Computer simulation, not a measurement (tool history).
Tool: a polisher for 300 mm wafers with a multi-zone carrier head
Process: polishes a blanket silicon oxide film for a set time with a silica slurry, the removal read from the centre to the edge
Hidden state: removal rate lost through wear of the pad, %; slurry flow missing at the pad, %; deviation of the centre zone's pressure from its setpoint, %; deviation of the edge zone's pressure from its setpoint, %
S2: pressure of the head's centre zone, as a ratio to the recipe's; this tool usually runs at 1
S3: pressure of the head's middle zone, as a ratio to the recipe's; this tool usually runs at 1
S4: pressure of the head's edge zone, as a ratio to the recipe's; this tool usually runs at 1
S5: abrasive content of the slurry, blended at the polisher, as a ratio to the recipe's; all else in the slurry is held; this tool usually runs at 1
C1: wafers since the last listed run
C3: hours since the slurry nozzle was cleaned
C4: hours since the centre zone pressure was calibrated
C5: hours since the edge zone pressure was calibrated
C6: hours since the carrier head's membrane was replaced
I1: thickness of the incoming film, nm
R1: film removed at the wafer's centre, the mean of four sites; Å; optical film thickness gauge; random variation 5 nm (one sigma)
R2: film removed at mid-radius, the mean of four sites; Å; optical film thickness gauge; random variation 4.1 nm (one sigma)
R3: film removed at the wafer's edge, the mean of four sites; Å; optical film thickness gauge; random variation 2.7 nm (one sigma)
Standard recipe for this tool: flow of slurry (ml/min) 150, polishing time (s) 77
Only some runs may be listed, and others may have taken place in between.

{"run": 1, "hour": 0.0, "flow of slurry (ml/min)": 150, "S2": 0.9, "S3": 0.95, "S4": 1, "S5": 1, "polishing time (s)": 63, "C1": 0, "wafers polished on this pad": 3806, "C3": 308.6, "C4": 1103, "C5": 363.7, "C6": 209.4, "I1": 1565.5, "R1": 2594, "R2": 2896, "R3": 2856}
{"run": 2, "hour": 39.1, "flow of slurry (ml/min)": 150, "S2": 1, "S3": 1.08, "S4": 1, "S5": 0.7, "polishing time (s)": 77, "C1": 452, "wafers polished on this pad": 4259, "C3": 347.7, "C4": 1142.1, "C5": 402.8, "C6": 248.5, "I1": 1588.8, "R1": 2947, "R2": 3339, "R3": 2977}
{"hour": 131.5, "done": "centre zone pressure recalibrated"}
{"run": 3, "hour": 132.8, "flow of slurry (ml/min)": 105, "S2": 1, "S3": 1, "S4": 0.94, "S5": 1, "polishing time (s)": 77, "C1": 1061, "wafers polished on this pad": 5320, "C3": 441.4, "C4": 1.3, "C5": 496.5, "C6": 342.2, "I1": 1581.2, "R1": 3017, "R2": 3411, "R3": 3215}
{"run": 4, "hour": 221.8, "flow of slurry (ml/min)": 150, "S2": 1, "S3": 1, "S4": 1, "S5": 1, "polishing time (s)": 77, "C1": 1030, "wafers polished on this pad": 6351, "C3": 530.4, "C4": 90.3, "C5": 585.5, "C6": 431.2, "I1": 1572.2, "R1": 3394, "R2": 3635, "R3": 3484}
{"run": 5, "hour": 275.6, "flow of slurry (ml/min)": 150, "S2": 1, "S3": 1, "S4": 1, "S5": 1, "polishing time (s)": 77, "C1": 622, "wafers polished on this pad": 6974, "C3": 584.2, "C4": 144.1, "C5": 639.3, "C6": 485, "I1": 1602.7, "R1": 3472, "R2": 3586, "R3": 3406}
{"hour": 286.7, "done": "edge zone pressure recalibrated"}
{"hour": 305.9, "done": "worn pad replaced by a new one"}
{"run": 6, "hour": 314.7, "flow of slurry (ml/min)": 150, "S2": 1.1, "S3": 1.08, "S4": 0.9, "S5": 1, "polishing time (s)": 77, "C1": 383, "wafers polished on this pad": 102, "C3": 623.3, "C4": 183.2, "C5": 28, "C6": 524.1, "I1": 1555.4, "R1": 4062, "R2": 4278, "R3": 3713}
{"run": 7, "hour": 405.9, "flow of slurry (ml/min)": 150, "S2": 1, "S3": 1.05, "S4": 1, "S5": 0.9, "polishing time (s)": 77, "C1": 1055, "wafers polished on this pad": 1158, "C3": 714.5, "C4": 274.4, "C5": 119.2, "C6": 615.3, "I1": 1563.8, "R1": 3457, "R2": 3813, "R3": 3615}
{"hour": 491.2, "done": "slurry nozzle cleaned"}
{"run": 8, "hour": 498.1, "flow of slurry (ml/min)": 165, "S2": 1, "S3": 1, "S4": 1, "S5": 1.15, "polishing time (s)": 86, "C1": 1055, "wafers polished on this pad": 2213, "C3": 6.9, "C4": 366.6, "C5": 211.4, "C6": 707.5, "I1": 1549.7, "R1": 4340, "R2": 4712, "R3": 4353}
{"hour": 639.7, "done": "carrier head's membrane replaced by a new one"}
{"run": 9, "hour": 715.1, "flow of slurry (ml/min)": 150, "S2": 1, "S3": 1, "S4": 1, "S5": 1, "polishing time (s)": 86, "C1": 2454, "wafers polished on this pad": 4668, "C3": 223.9, "C4": 583.6, "C5": 428.4, "C6": 75.4, "I1": 1570.8, "R1": 3909, "R2": 4160, "R3": 3962}
{"run": 10, "hour": 781.7, "flow of slurry (ml/min)": 190, "S2": 1.04, "S3": 1, "S4": 1.05, "S5": 1, "polishing time (s)": 77, "C1": 771, "wafers polished on this pad": 5439, "C3": 290.5, "C4": 650.2, "C5": 495, "C6": 142, "I1": 1552.1, "R1": 3705, "R2": 3880, "R3": 3693}
{"run": 11, "hour": 852.1, "flow of slurry (ml/min)": 150, "S2": 0.9, "S3": 1, "S4": 1, "S5": 1, "polishing time (s)": 77, "C1": 814, "wafers polished on this pad": 6254, "C3": 360.9, "C4": 720.6, "C5": 565.4, "C6": 212.4, "I1": 1604.1, "R1": 3220, "R2": 3735, "R3": 3487}
{"run": 12, "hour": 895.3, "flow of slurry (ml/min)": 150, "S2": 1, "S3": 1, "S4": 1, "S5": 1.25, "polishing time (s)": 60, "C1": 500, "wafers polished on this pad": 6754, "C3": 404.1, "C4": 763.8, "C5": 608.6, "C6": 255.6, "I1": 1536.8, "R1": 2919, "R2": 3118, "R3": 2945}
{"run": 13, "hour": 976.9, "flow of slurry (ml/min)": 120, "S2": 0.9, "S3": 1, "S4": 1.05, "S5": 1, "polishing time (s)": 77, "C1": 944, "wafers polished on this pad": 7698, "C3": 485.7, "C4": 845.4, "C5": 690.2, "C6": 337.2, "I1": 1586.2, "R1": 2938, "R2": 3457, "R3": 3401}
{"hour": 1015.2, "done": "worn pad replaced by a new one"}
{"run": 14, "hour": 1077.7, "flow of slurry (ml/min)": 165, "S2": 0.88, "S3": 1.03, "S4": 1, "S5": 1, "polishing time (s)": 89, "C1": 1120, "wafers polished on this pad": 724, "C3": 586.5, "C4": 946.2, "C5": 791, "C6": 438, "I1": 1563.8, "R1": 4014, "R2": 4826, "R3": 4372}
{"hour": 1104.3, "done": "edge zone pressure recalibrated"}
{"hour": 1157.4, "done": "centre zone pressure recalibrated"}
{"run": 15, "hour": 1178.9, "flow of slurry (ml/min)": 125, "S2": 1, "S3": 0.96, "S4": 1, "S5": 1, "polishing time (s)": 77, "C1": 1125, "wafers polished on this pad": 1849, "C3": 687.7, "C4": 21.5, "C5": 74.6, "C6": 539.2, "I1": 1596.8, "R1": 3398, "R2": 3514, "R3": 3610}
{"hour": 1181.4, "done": "slurry nozzle cleaned"}
{"run": 16, "hour": 1285.5, "flow of slurry (ml/min)": 150, "S2": 1, "S3": 1, "S4": 0.89, "S5": 1, "polishing time (s)": 77, "C1": 1222, "wafers polished on this pad": 3071, "C3": 104.1, "C4": 128.1, "C5": 181.2, "C6": 645.8, "I1": 1576.6, "R1": 3497, "R2": 3806, "R3": 3423}
{"run": 17, "hour": 1365.8, "flow of slurry (ml/min)": 150, "S2": 1, "S3": 1, "S4": 1, "S5": 1, "polishing time (s)": 77, "C1": 929, "wafers polished on this pad": 4001, "C3": 184.4, "C4": 208.4, "C5": 261.5, "C6": 726.1, "I1": 1566.2, "R1": 3543, "R2": 3745, "R3": 3586}
{"hour": 1450.7, "done": "carrier head's membrane replaced by a new one"}
{"run": 18, "hour": 1454.8, "flow of slurry (ml/min)": 150, "S2": 1, "S3": 1, "S4": 1, "S5": 1, "polishing time (s)": 77, "C1": 972, "wafers polished on this pad": 4973, "C3": 273.4, "C4": 297.4, "C5": 350.5, "C6": 4.1, "I1": 1567.9, "R1": 3543, "R2": 3709, "R3": 3491}
{"run": 19, "hour": 1548.1, "flow of slurry (ml/min)": 135, "S2": 1.11, "S3": 0.95, "S4": 0.92, "S5": 1, "polishing time (s)": 77, "C1": 1080, "wafers polished on this pad": 6053, "C3": 366.7, "C4": 390.7, "C5": 443.8, "C6": 97.4, "I1": 1571, "R1": 3504, "R2": 3449, "R3": 3372}
{"run": 20, "hour": 1592.2, "flow of slurry (ml/min)": 150, "S2": 1, "S3": 1, "S4": 1, "S5": 1.1, "polishing time (s)": 98, "C1": 510, "wafers polished on this pad": 6564, "C3": 410.8, "C4": 434.8, "C5": 487.9, "C6": 141.5, "I1": 1537.4, "R1": 4403, "R2": 4844, "R3": 4659}
{"hour": 1803.0, "done": "worn pad replaced by a new one"}
{"hour": 1864.8, "done": "edge zone pressure recalibrated"}
{"run": 21, "hour": 1904.3, "flow of slurry (ml/min)": 175, "S2": 0.9, "S3": 1, "S4": 1, "S5": 1, "polishing time (s)": 98, "C1": 3543, "wafers polished on this pad": 1149, "C3": 722.9, "C4": 746.9, "C5": 39.5, "C6": 453.6, "I1": 1573.6, "R1": 4429, "R2": 5103, "R3": 4836}

Below are 4 alternative next runs, each starting from the tool's condition after run 21. Predict each:
{"run": "A", "hour": 1904.8, "flow of slurry (ml/min)": 150, "S2": 1, "S3": 1, "S4": 1, "S5": 1, "polishing time (s)": 77, "C1": 5, "wafers polished on this pad": 1154, "C3": 723.4, "C4": 747.4, "C5": 40, "C6": 454.1, "I1": 1550.4, "R1": "?", "R2": "?", "R3": "?"}
{"run": "B", "hour": 1904.8, "flow of slurry (ml/min)": 105, "S2": 1.12, "S3": 1, "S4": 1, "S5": 1, "polishing time (s)": 77, "C1": 5, "wafers polished on this pad": 1154, "C3": 723.4, "C4": 747.4, "C5": 40, "C6": 454.1, "I1": 1550.4, "R1": "?", "R2": "?", "R3": "?"}
{"run": "C", "hour": 1904.8, "flow of slurry (ml/min)": 100, "S2": 1, "S3": 1, "S4": 1, "S5": 1.15, "polishing time (s)": 50, "C1": 5, "wafers polished on this pad": 1154, "C3": 723.4, "C4": 747.4, "C5": 40, "C6": 454.1, "I1": 1550.4, "R1": "?", "R2": "?", "R3": "?"}
{"run": "D", "hour": 1904.8, "flow of slurry (ml/min)": 150, "S2": 1, "S3": 1, "S4": 0.92, "S5": 1, "polishing time (s)": 61, "C1": 5, "wafers polished on this pad": 1154, "C3": 723.4, "C4": 747.4, "C5": 40, "C6": 454.1, "I1": 1550.4, "R1": "?", "R2": "?", "R3": "?"}

run=A R1=3659 R2=3951 R3=3708
run=B R1=3574 R2=3601 R3=3477
run=C R1=2217 R2=2432 R3=2359
run=D R1=2899 R2=3131 R3=2851
Had the tool no hidden state, the same runs would have come out as:
run=A R1=3812 R2=4116 R3=3863
run=B R1=3723 R2=3751 R3=3622
run=C R1=2309 R2=2533 R3=2458
run=D R1=3020 R2=3261 R3=2970
